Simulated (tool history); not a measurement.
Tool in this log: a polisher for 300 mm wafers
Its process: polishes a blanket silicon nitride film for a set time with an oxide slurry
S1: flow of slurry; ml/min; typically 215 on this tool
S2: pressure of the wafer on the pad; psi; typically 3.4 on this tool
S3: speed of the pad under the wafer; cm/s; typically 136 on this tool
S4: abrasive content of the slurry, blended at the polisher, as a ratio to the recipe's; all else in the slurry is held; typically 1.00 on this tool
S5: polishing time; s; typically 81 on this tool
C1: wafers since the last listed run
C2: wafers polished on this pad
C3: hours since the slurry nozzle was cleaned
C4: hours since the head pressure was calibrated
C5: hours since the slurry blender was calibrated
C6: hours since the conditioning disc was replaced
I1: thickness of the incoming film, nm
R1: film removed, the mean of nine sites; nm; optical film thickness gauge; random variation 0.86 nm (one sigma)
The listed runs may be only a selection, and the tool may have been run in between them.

| run | hour | S1 | S2 | S3 | S4 | S5 | C1 | C2 | C3 | C4 | C5 | C6 | I1 | R1 |
|---|---|---|---|---|---|---|---|---|---|---|---|---|---|---|
| 1 | 0.0 | 215 | 3.8 | 136 | 1.00 | 81 | 0 | 1665 | 60.9 | 778.1 | 112.9 | 55.3 | 273.8 | 65.0 |
| 2 | 19.2 | 215 | 3.4 | 136 | 1.00 | 81 | 146 | 1812 | 80.1 | 797.3 | 132.1 | 74.5 | 272.6 | 59.5 |
|  | 38.4 | worn pad replaced by a new one |
| 3 | 116.8 | 215 | 3.0 | 136 | 1.00 | 81 | 716 | 599 | 177.7 | 894.9 | 229.7 | 172.1 | 269.3 | 50.6 |
|  | 122.7 | slurry blender recalibrated |
| 4 | 152.3 | 215 | 3.0 | 136 | 1.00 | 81 | 256 | 856 | 213.2 | 930.4 | 29.6 | 207.6 | 266.5 | 58.7 |
| 5 | 187.8 | 215 | 2.8 | 136 | 1.00 | 81 | 271 | 1127 | 248.7 | 965.9 | 65.1 | 243.1 | 269.3 | 55.3 |
|  | 202.9 | conditioning disc replaced and pad reconditioned |
| 6 | 210.0 | 215 | 3.8 | 136 | 0.90 | 69 | 154 | 1282 | 270.9 | 988.1 | 87.3 | 7.1 | 268.5 | 52.8 |
| 7 | 232.4 | 215 | 3.4 | 108 | 1.30 | 81 | 171 | 1453 | 293.3 | 1010.5 | 109.7 | 29.5 | 269.2 | 57.7 |
| 8 | 265.4 | 215 | 2.5 | 166 | 1.00 | 81 | 252 | 1706 | 326.3 | 1043.5 | 142.7 | 62.5 | 267.1 | 59.3 |
|  | 281.3 | worn pad replaced by a new one |
| 9 | 288.1 | 215 | 3.4 | 150 | 1.00 | 81 | 143 | 52 | 349.0 | 1066.2 | 165.4 | 85.2 | 275.7 | 65.7 |
| 10 | 321.1 | 215 | 3.4 | 108 | 1.30 | 81 | 252 | 304 | 382.0 | 1099.2 | 198.4 | 118.2 | 270.8 | 55.1 |
| 11 | 333.8 | 280 | 2.5 | 172 | 1.10 | 81 | 97 | 401 | 394.7 | 1111.9 | 211.1 | 130.9 | 267.9 | 64.3 |
| 12 | 354.2 | 215 | 4.3 | 184 | 1.25 | 95 | 156 | 557 | 415.1 | 1132.3 | 231.5 | 151.3 | 270.1 | 108.7 |
|  | 383.3 | slurry blender recalibrated |
| 13 | 431.1 | 215 | 3.4 | 136 | 1.25 | 68 | 573 | 1131 | 492.0 | 1209.2 | 47.8 | 228.2 | 268.3 | 57.5 |
| 14 | 462.5 | 215 | 3.4 | 112 | 1.15 | 81 | 240 | 1371 | 523.4 | 1240.6 | 79.2 | 259.6 | 269.8 | 56.8 |
| 15 | 488.2 | 245 | 3.4 | 136 | 1.00 | 89 | 196 | 1567 | 549.1 | 1266.3 | 104.9 | 285.3 | 264.9 | 68.8 |
|  | 496.3 | head pressure recalibrated |
|  | 497.3 | conditioning disc replaced and pad reconditioned |
| 16 | 506.4 | 215 | 3.4 | 136 | 1.00 | 81 | 116 | 1684 | 567.3 | 10.1 | 123.1 | 9.1 | 268.2 | 58.8 |
| 17 | 523.3 | 160 | 3.4 | 92 | 0.85 | 81 | 129 | 1813 | 584.2 | 27.0 | 140.0 | 26.0 | 267.1 | 38.6 |
|  | 530.4 | worn pad replaced by a new one |
| 18 | 586.3 | 215 | 3.4 | 120 | 0.80 | 81 | 451 | 428 | 647.2 | 90.0 | 203.0 | 89.0 | 275.0 | 45.8 |
|  | 619.0 | slurry blender recalibrated |
| 19 | 619.8 | 285 | 4.0 | 136 | 1.00 | 81 | 241 | 669 | 680.7 | 123.5 | 0.8 | 122.5 | 265.8 | 66.7 |
| 20 | 638.4 | 180 | 3.4 | 136 | 1.10 | 81 | 142 | 811 | 699.3 | 142.1 | 19.4 | 141.1 | 268.6 | 59.9 |
|  | 659.1 | slurry nozzle cleaned |
| 21 | 689.1 | 215 | 3.4 | 122 | 0.90 | 81 | 380 | 1191 | 30.0 | 192.8 | 70.1 | 191.8 | 267.6 | 51.3 |
| 22 | 719.2 | 190 | 3.4 | 108 | 0.90 | 81 | 230 | 1421 | 60.1 | 222.9 | 100.2 | 221.9 | 270.5 | 46.5 |
|  | 738.5 | conditioning disc replaced and pad reconditioned |
| 23 | 745.0 | 215 | 3.1 | 136 | 1.00 | 81 | 182 | 1604 | 85.9 | 248.7 | 126.0 | 6.5 | 270.2 | 55.0 |
| 24 | 757.4 | 215 | 3.4 | 136 | 0.85 | 81 | 94 | 1698 | 98.3 | 261.1 | 138.4 | 18.9 | 265.5 | 54.3 |
|  | 767.6 | worn pad replaced by a new one |
| 25 | 772.7 | 215 | 3.4 | 118 | 1.00 | 81 | 86 | 39 | 113.6 | 276.4 | 153.7 | 34.2 | 266.5 | 50.6 |
| 26 | 802.1 | 215 | 3.7 | 90 | 0.85 | 60 | 224 | 263 | 143.0 | 305.8 | 183.1 | 63.6 | 271.7 | 30.0 |

For each run, what was the tool's unlogged condition?
removal rate lost through wear of the pad, %: 0, the same for each run
slurry flow missing at the pad, %: 0, the same for each run
time polished since the conditioner stopped cutting, s: 0, the same for each run
H1: deviation of the head's pressure from its setpoint, %
H2: abrasive missing from the slurry, %
| run | H1 | H2 |
|---|---|---|
| 1 | 6.57 | 6.4 |
| 2 | 6.74 | 8.34 |
| 3 | 7.59 | 22.9 |
| 4 | 7.9 | 1.07 |
| 5 | 8.21 | 2.45 |
| 6 | 8.4 | 3.85 |
| 7 | 8.6 | 5.66 |
| 8 | 8.89 | 9.09 |
| 9 | 9.09 | 12 |
| 10 | 9.37 | 16.9 |
| 11 | 9.48 | 19 |
| 12 | 9.66 | 22.8 |
| 13 | 10.3 | 1.32 |
| 14 | 10.6 | 2.96 |
| 15 | 10.8 | 4.91 |
| 16 | -0.695 | 6.61 |
| 17 | -0.548 | 8.44 |
| 18 | 0.000747 | 17.3 |
| 19 | 0.293 | 2.73 |
| 20 | 0.455 | 2.89 |
| 21 | 0.897 | 4.75 |
| 22 | 1.16 | 6.86 |
| 23 | 1.38 | 9.27 |
| 24 | 1.49 | 10.6 |
| 25 | 1.63 | 12.5 |
| 26 | 1.88 | 16.5 |

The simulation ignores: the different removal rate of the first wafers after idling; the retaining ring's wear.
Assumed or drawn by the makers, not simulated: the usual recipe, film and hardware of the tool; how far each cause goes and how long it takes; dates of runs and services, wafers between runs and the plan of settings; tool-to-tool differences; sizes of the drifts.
